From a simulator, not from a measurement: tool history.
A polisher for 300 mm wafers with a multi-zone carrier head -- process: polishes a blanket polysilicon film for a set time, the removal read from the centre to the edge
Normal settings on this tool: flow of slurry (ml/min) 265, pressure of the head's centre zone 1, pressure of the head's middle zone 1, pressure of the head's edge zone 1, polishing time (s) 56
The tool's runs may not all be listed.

run   hour  flow of slurry (ml/min)  pressure of the head's centre zone  pressure of the head's middle zone  pressure of the head's edge zone  polishing time (s)  wafers since the last listed run  wafers polished on this pad  hours since the slurry nozzle was cleaned  hours since the centre zone pressure was calibrated  hours since the edge zone pressure was calibrated  hours since the carrier head's membrane was replaced  incoming thickness of the incoming film, nm  film removed at the wafer's centre (Å)  film removed at mid-radius (Å)  film removed at the wafer's edge (Å)
  1      0                      265                                   1                                   1                                 1                  56                                 0                          185                                       31.8                                               1167.7                                                344                                                1546.9                                       1630.2                                    3598                            3588                                  3622
  2    9.4                      265                                   1                                   1                                 1                  46                                64                          250                                       41.2                                               1177.1                                              353.4                                                1556.3                                       1600.7                                    2858                            2962                                  2998
  3   16.8                      265                                   1                                   1                                 1                  46                                50                          300                                       48.6                                               1184.5                                              360.8                                                1563.7                                       1605.9                                    2908                            2961                                  2964
  4   32.4                      265                                   1                                   1                                 1                  46                               106                          407                                       64.2                                               1200.1                                              376.4                                                1579.3                                       1629.5                                    2975                            3006                                  3022
  5   39.9                      265                                   1                                   1                                 1                  56                                51                          458                                       71.7                                               1207.6                                              383.9                                                1586.8                                       1632.5                                    3462                            3600                                  3646
      42.7  -- centre zone pressure recalibrated
      82.7  -- worn pad replaced by a new one
      88.1  -- carrier head's membrane replaced by a new one
  6   88.6                      245                                   1                                   1                                 1                  56                               257                            5                                      120.4                                                 45.9                                              432.6                                                   0.5                                       1634.1                                    3536                            3580                                  3567
  7   95.2                      245                                   1                                   1                                 1                  56                                45                           51                                        127                                                 52.5                                              439.2                                                   7.1                                         1606                                    3499                            3560                                  3531
  8  110.5                      350                                0.94                                   1                                 1                  65                               104                          155                                      142.3                                                 67.8                                              454.5                                                  22.4                                         1613                                    3939                            4266                                  4285
  9  126.1                      225                                1.11                                   1                                 1                  56                               106                          262                                      157.9                                                 83.4                                              470.1                                                    38                                       1622.3                                    3721                            3401                                  3482
 10  134.2                      265                                   1                                   1                                 1                  56                                55                          317                                        166                                                 91.5                                              478.2                                                  46.1                                       1606.2                                    3536                            3558                                  3621
 11  142.2                      265                                   1                                   1                              1.07                  56                                54                          372                                        174                                                 99.5                                              486.2                                                  54.1                                         1628                                    3584                            3496                                  3751
 12  148.6                      265                                1.03                                   1                                 1                  56                                43                          416                                      180.4                                                105.9                                              492.6                                                  60.5                                       1626.8                                    3600                            3471                                  3536
 13  158.3                      265                                   1                                 0.9                                 1                  56                                66                          482                                      190.1                                                115.6                                              502.3                                                  70.2                                       1617.8                                    3386                            3181                                  3548
 14  167.7                      265                                1.08                                   1                                 1                  47                                64                          547                                      199.5                                                  125                                              511.7                                                  79.6                                       1620.5                                    3033                            2854                                  2943
 15  178.5                      265                                   1                                0.89                                 1                  41                                73                          620                                      210.3                                                135.8                                              522.5                                                  90.4                                       1601.5                                    2531                            2277                                  2559
       186  -- edge zone pressure recalibrated
     186.2  -- slurry nozzle cleaned
     186.7  -- worn pad replaced by a new one
 16  189.2                      325                                0.91                                   1                                 1                  56                                54                           16                                          3                                                146.5                                                3.2                                                 101.1                                       1625.1                                    3469                            3713                                  3720
 17  197.1                      265                                   1                                   1                                 1                  56                                54                           70                                       10.9                                                154.4                                               11.1                                                   109                                       1600.2                                    3567                            3581                                  3607
 18    208                      185                                   1                                   1                                 1                  56                                74                          145                                       21.8                                                165.3                                                 22                                                 119.9                                       1589.7                                    3384                            3432                                  3436
 19  219.7                      265                                0.93                                   1                                 1                  56                                80                          225                                       33.5                                                  177                                               33.7                                                 131.6                                       1601.7                                    3292                            3577                                  3618
 20    231                      265                                   1                                   1                                 1                  56                                77                          302                                       44.8                                                188.3                                                 45                                                 142.9                                       1599.6                                    3592                            3572                                  3649
 21  241.8                      265                                   1                                 0.9                              0.88                  72                                73                          376                                       55.6                                                199.1                                               55.8                                                 153.7                                       1593.3                                    4643                            4302                                  4416
 22  259.5                      265                                   1                                   1                                 1                  56                               121                          497                                       73.3                                                216.8                                               73.5                                                 171.4                                       1605.9                                    3588                            3595                                  3561
 23  270.2                      265                                   1                                   1                                 1                  46                                73                          570                                         84                                                227.5                                               84.2                                                 182.1                                       1610.5                                    2957                            2940                                  2938

A few steps of film removed at the wafer's centre (Å) between consecutive runs. Split each: what settings, incoming material and random variation would produce without the hidden state, and what is left over for the hidden state, along with gauge scatter present in only one of the two compared results (measured, and without hidden state):
Hidden state present: removal rate lost through wear of the pad, %; slurry flow missing at the pad, %; deviation of the centre zone's pressure from its setpoint, %; deviation of the edge zone's pressure from its setpoint, %.
Run 8 -> 9: flow of slurry (ml/min) 350 -> 225, pressure of the head's centre zone 0.94 -> 1.11, polishing time (s) 65 -> 56. film removed at the wafer's centre (Å) -218: hidden state -65, all else -153.
Run 15 -> 16: flow of slurry (ml/min) 265 -> 325, pressure of the head's centre zone 1 -> 0.91, pressure of the head's middle zone 0.89 -> 1, polishing time (s) 41 -> 56, edge zone pressure recalibrated, slurry nozzle cleaned, worn pad replaced by a new one. film removed at the wafer's centre (Å) +938: hidden state +141, all else +797.
Run 20 -> 21: pressure of the head's middle zone 1 -> 0.9, pressure of the head's edge zone 1 -> 0.88, polishing time (s) 56 -> 72. film removed at the wafer's centre (Å) +1051: hidden state -16, all else +1067.
Run 21 -> 22: pressure of the head's middle zone 0.9 -> 1, pressure of the head's edge zone 0.88 -> 1, polishing time (s) 72 -> 56. film removed at the wafer's centre (Å) -1055: hidden state +2, all else -1057.

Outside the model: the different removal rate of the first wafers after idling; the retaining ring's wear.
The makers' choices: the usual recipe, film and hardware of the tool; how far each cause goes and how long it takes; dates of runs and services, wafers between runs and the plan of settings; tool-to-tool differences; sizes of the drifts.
